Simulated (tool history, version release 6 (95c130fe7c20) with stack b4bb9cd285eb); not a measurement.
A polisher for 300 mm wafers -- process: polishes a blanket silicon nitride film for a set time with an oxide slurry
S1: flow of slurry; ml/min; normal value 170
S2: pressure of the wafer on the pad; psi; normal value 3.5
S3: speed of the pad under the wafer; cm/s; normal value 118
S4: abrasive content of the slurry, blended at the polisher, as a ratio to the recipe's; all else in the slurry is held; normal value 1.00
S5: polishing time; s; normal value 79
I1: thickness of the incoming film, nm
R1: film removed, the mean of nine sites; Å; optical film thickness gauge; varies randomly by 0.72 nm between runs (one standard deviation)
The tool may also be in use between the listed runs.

Run 1, day 0.000: usual settings but S1 135 ml/min, S5 65 s; I1 628.7. Result: R1 455 Å.
At day 1.079: worn pad replaced by a new one.
Run 2, day 2.554: usual settings but S4 0.80; I1 627.0. Result: R1 494 Å.
At day 4.696: slurry blender recalibrated.
Run 3, day 5.179: usual settings but S4 0.80; I1 624.5. Result: R1 493 Å.
Run 4, day 8.150: usual settings but S4 0.80; I1 632.4. Result: R1 493 Å.
At day 10.112: slurry nozzle cleaned.
Run 5, day 12.112: usual settings; I1 621.9. Result: R1 545 Å.
Run 6, day 14.912: usual settings; I1 626.9. Result: R1 539 Å.
At day 15.138: worn pad replaced by a new one.
Run 7, day 17.396: usual settings but S3 86 cm/s; I1 625.8. Result: R1 452 Å.
At day 18.446: slurry blender recalibrated.
At day 18.854: conditioning disc replaced and pad reconditioned.
Run 8, day 20.008: usual settings but S3 86 cm/s; I1 624.5. Result: R1 483 Å.
At day 20.688: head pressure recalibrated.
Run 9, day 21.167: usual settings but S3 86 cm/s; I1 635.1. Result: R1 479 Å.
Run 10, day 23.325: usual settings; I1 619.8. Result: R1 572 Å.
Run 11, day 25.208: usual settings but S2 4.3 psi, S4 1.10; I1 630.5. Result: R1 738 Å.
At day 28.879: slurry nozzle cleaned.
At day 29.912: worn pad replaced by a new one.
Run 12, day 30.600: usual settings; I1 637.6. Result: R1 556 Å.
At day 32.608: slurry blender recalibrated.
Run 13, day 33.367: usual settings; I1 638.4. Result: R1 550 Å.
Run 14, day 34.933: usual settings; I1 633.4. Result: R1 532 Å.
Run 15, day 37.421: usual settings; I1 643.0. Result: R1 536 Å.
Run 16, day 40.417: usual settings but S2 3.9 psi, S4 0.90, S5 101 s; I1 627.8. Result: R1 691 Å.
Run 17, day 43.350: usual settings; I1 625.9. Result: R1 495 Å.
At day 43.625: worn pad replaced by a new one.
At day 43.746: head pressure recalibrated.
Run 18, day 45.208: usual settings but S1 205 ml/min, S4 1.15; I1 630.6. Result: R1 545 Å.
At day 45.667: conditioning disc replaced and pad reconditioned.
At day 46.012: slurry nozzle cleaned.
At day 46.412: slurry blender recalibrated.
Run 19, day 48.108: usual settings but S3 142 cm/s, S5 56 s; I1 626.6. Result: R1 478 Å.
Run 20, day 50.333: usual settings but S1 140 ml/min, S3 86 cm/s, S4 0.90, S5 57 s; I1 634.2. Result: R1 321 Å.

Run 21, settings as shown, results not yet in. Your forecast:
Run 21, day 52.608: usual settings but S3 106 cm/s; I1 637.7. Result: R1 ?.

For run 21 the tool returned R1 543 Å.
Were there no unlogged condition in the tool, this run, its random variation unchanged, would have produced R1 552 Å.
